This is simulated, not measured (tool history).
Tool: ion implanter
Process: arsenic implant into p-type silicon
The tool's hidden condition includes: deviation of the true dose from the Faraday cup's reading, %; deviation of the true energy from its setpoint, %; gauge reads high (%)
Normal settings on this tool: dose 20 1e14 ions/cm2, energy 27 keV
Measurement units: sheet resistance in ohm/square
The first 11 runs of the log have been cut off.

run      day   dose  energy  wafers since the last listed run  hours since the last dose calibration  hours since the extraction supply was calibrated  hours since the gauge calibration  read-back reference wafer on the same gauge, sheet resistance  sheet resistance
      43.533  -- gauge calibrated
 12   44.017     20    33.5                               741                                  689.5                                            4042.8                               11.6                                                         105.39              85.8
 13   46.512     20    33.5                              1213                                  749.4                                            4102.7                               71.5                                                         105.39             85.59
 14   50.846     20      31                              2106                                  853.4                                            4206.7                              175.5                                                         105.44             88.47
 15   53.738  15.58      24                              1405                                  922.8                                            4276.1                              244.9                                                         105.42            104.12
 16   58.183  14.21    32.5                              2161                                 1029.5                                            4382.8                              351.6                                                         105.39             94.74
 17   61.354  21.92      24                              1541                                 1105.6                                            4458.9                              427.7                                                         105.42             98.22
      62.804  -- extraction supply calibrated
 18   63.075     20      27                               674                                 1146.9                                               6.5                                469                                                         105.41             92.96
 19   64.925  15.64      32                               899                                 1191.3                                              50.9                              513.4                                                          105.4             91.21
      65.679  -- Faraday cup replaced and dose calibrated
 20   67.412     20      27                              1047                                   41.6                                             110.6                              573.1                                                         105.38             93.87
 21   69.825     20    32.5                              1172                                   99.5                                             168.5                                631                                                         105.38             86.38
 22   73.588  23.04    35.5                              1829                                  189.8                                             258.8                              721.3                                                         105.43             80.96
 23   76.392  17.87      35                              1363                                  257.1                                             326.1                              788.6                                                         105.42             86.06
 24   79.975     20      27                              1742                                  343.1                                             412.1                              874.6                                                         105.42             93.55
 25   83.375  22.43      35                              1653                                  424.7                                             493.7                              956.2                                                          105.4             81.82
 26   85.525     20      27                              1045                                  476.3                                             545.3                             1007.8                                                         105.35             93.41
 27   88.025  25.78      19                              1215                                  536.3                                             605.3                             1067.8                                                         105.43             104.9
 28   92.062     20      24                              1963                                  633.2                                             702.2                             1164.7                                                          105.4              98.4
 29   96.171  22.94      27                              1997                                  731.8                                             800.8                             1263.3                                                         105.45             91.56
 30  100.604   16.8      33                              2155                                  838.2                                             907.2                             1369.7                                                         105.42              89.2
 31   103.55  23.92    19.5                              1432                                  908.9                                             977.9                             1440.4                                                         105.42            104.79

Below are 3 alternative next runs, each starting from the tool's condition after run 31. Predict each:
  A  103.567  24.26      27                                 8                                  909.3                                             978.3                             1440.8                                                              ?                 ?
  B  103.567  16.69      27                                 8                                  909.3                                             978.3                             1440.8                                                              ?                 ?
  C  103.567  21.76      27                                 8                                  909.3                                             978.3                             1440.8                                                              ?                 ?

run  read-back reference wafer on the same gauge, sheet resistance  sheet resistance
  A                                                         105.34             90.81
  B                                                         105.34             96.83
  C                                                         105.34             92.14
With the hidden condition removed and each run's random variation left untouched, the same runs would have given:
run  sheet resistance
  A             90.97
  B             97.24
  C             92.35
